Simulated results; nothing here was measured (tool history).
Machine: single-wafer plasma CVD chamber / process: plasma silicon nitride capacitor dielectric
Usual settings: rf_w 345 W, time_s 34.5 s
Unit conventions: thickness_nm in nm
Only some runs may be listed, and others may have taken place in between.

run	day	rf_w	time_s	read-back reference wafer on the same gauge, thickness_nm	thickness_nm
1	0	345	37.5	60.713	54.349
2	0.271	345	37.5	60.729	54.11
3	0.962	345	37.5	60.693	54.319
4	1.275	345	36.8	60.719	53.187
5	1.721	345	34.5	60.709	49.884
6	2.146	345	34.5	60.691	49.884
7	3.8	345	34.5	60.687	49.801
8	4.412	345	34.5	60.691	49.823
9	5.1	345	34.5	60.689	49.79
10	5.533	345	34.5	60.711	49.938
11	5.792	345	34.5	60.676	49.799
12	6.371	395	34.5	60.701	51.857
13	6.671	395	34.5	60.672	51.842
14	7.3	345	34.5	60.709	49.857
15	7.788	345	34.5	60.714	49.751
16	8.217	310	34.5	60.672	48.297
17	8.908	310	34.5	60.711	48.237
18	9.675	345	34.5	60.732	49.777
19	10.05	345	39.5	60.722	57.128
20	10.583	345	31.6	60.701	45.642
21	11.012	385	30.5	60.699	45.566
22	11.75	370	41.4	60.666	60.966
23	12.396	385	31.6	60.697	47.142
24	12.658	390	32.7	60.696	49.024
25	13.092	320	34.5	60.731	49.857
26	13.333	370	38.9	60.712	58.502
27	13.846	345	34.5	60.709	50.847
28	14.5	345	28.6	60.722	42.171
29	14.975	345	40.2	60.715	59.125
30	16.829	280	30.7	60.682	42.504
31	17.492	345	34.5	60.692	50.763
32	17.808	345	41	60.717	60.318
33	18.062	345	34.5	60.73	50.713
34	18.396	345	34.5	60.681	50.683
35	18.979	395	40.1	60.692	61.268
36	19.367	300	34.5	60.667	48.58
37	19.725	285	28	60.727	38.962

Taken out of this log: 3 entries between the listed runs. Where each belongs, and how the hidden state differs across it:
Run 11 -> run 12: showerhead replaced (day 6.15)
  no difference in the tool's unlogged condition between these two runs
  what was measured, less what the result would be without the hidden state, thickness_nm: -1.344 -> -1.402 nm
Run 22 -> run 23: gauge calibrated (day 11.862)
  delivered RF power above the setpoint (%): -8.63 -> -8.64
  what was measured, less what the result would be without the hidden state, thickness_nm: -1.662 -> -1.286 nm
Run 24 -> run 25: RF generator calibrated (day 13.071)
  delivered RF power above the setpoint (%): -8.64 -> -1.77
  what was measured, less what the result would be without the hidden state, thickness_nm: -1.338 -> -0.266 nm

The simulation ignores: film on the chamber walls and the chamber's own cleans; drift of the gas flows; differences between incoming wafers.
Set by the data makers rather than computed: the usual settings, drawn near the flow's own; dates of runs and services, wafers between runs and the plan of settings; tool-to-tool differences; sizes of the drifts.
